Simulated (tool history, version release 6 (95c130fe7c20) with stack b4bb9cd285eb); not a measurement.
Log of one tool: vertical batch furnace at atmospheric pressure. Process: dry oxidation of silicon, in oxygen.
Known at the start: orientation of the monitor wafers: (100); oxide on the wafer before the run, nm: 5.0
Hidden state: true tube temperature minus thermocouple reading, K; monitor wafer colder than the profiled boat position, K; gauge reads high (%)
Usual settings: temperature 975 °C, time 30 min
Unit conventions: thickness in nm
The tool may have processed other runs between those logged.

run	hour	temperature	time	wafers since the last listed run	hours since the last temperature calibration	hours since the boat lift was adjusted	hours since the gauge calibration	read-back reference wafer on the same gauge, thickness	thickness
1	0	975	33.5	0	2991.1	2228	962.1	22.93	27.71
2	41.7	975	33.5	752	3032.8	2269.7	1003.8	22.9	27.9
3	67.2	963	30	460	3058.3	2295.2	1029.3	22.89	24.14
4	110.5	963	30	781	3101.6	2338.5	1072.6	22.93	23.94
5	176.7	975	30	1194	3167.8	2404.7	1138.8	22.91	26.28
6	245.5	975	30	1241	3236.6	2473.5	1207.6	22.92	26.19
7	283.1	984	33.5	678	3274.2	2511.1	1245.2	22.88	29.68
8	354.7	984	33.5	1292	3345.8	2582.7	1316.8	22.89	29.42
9	409.6	975	30	991	3400.7	2637.6	1371.7	22.91	25.9
10	475.7	975	30	1193	3466.8	2703.7	1437.8	22.92	26.15
11	537.5	975	30	1115	3528.6	2765.5	1499.6	22.91	26.09
# hour 540.2: gauge calibrated
12	592.1	975	30	985	3583.2	2820.1	51.9	22.91	26.07
13	649.5	968	24	1036	3640.6	2877.5	109.3	22.9	21.81
14	834.9	982	30	3346	3826	3062.9	294.7	22.87	27.15
15	873.1	961	34	689	3864.2	3101.1	332.9	22.92	25.03
16	903.5	975	30	548	3894.6	3131.5	363.3	22.9	25.88
17	967.4	950	39	1153	3958.5	3195.4	427.2	22.91	24.07
18	1013.9	986	30	839	4005	3241.9	473.7	22.91	27.94
# hour 1076.8: thermocouples replaced and temperature profile calibrated
19	1077.3	984	30	711	0.5	3305.3	537.1	22.89	27.47
# hour 1105.3: boat lift adjusted
20	1207.4	954	18	1915	130.6	102.1	667.2	22.91	17.17
21	1245.7	983	44.5	691	168.9	140.4	705.5	22.9	35.36
22	1277.4	975	30	572	200.6	172.1	737.2	22.91	26.68
23	1332.4	989	30	992	255.6	227.1	792.2	22.91	30
24	1388.4	975	30	1010	311.6	283.1	848.2	22.92	26.7
25	1421.3	975	30	593	344.5	316	881.1	22.91	26.69

Subtracting, for every run, the result it would have given without the tool's unlogged condition from the measured result gives the following. The same run-to-run variation enters both numbers; the gauge's scatter may not:
run	thickness
1	-0.51
2	-0.53
3	-0.54
4	-0.55
5	-0.56
6	-0.58
7	-0.79
8	-0.83
9	-0.64
10	-0.68
11	-0.71
12	-0.73
13	-0.67
14	-0.98
15	-1.03
16	-0.88
17	-1.23
18	-1.23
19	-1.2
20	-0.02
21	-0.03
22	-0.02
23	-0.03
24	-0.03
25	-0.02
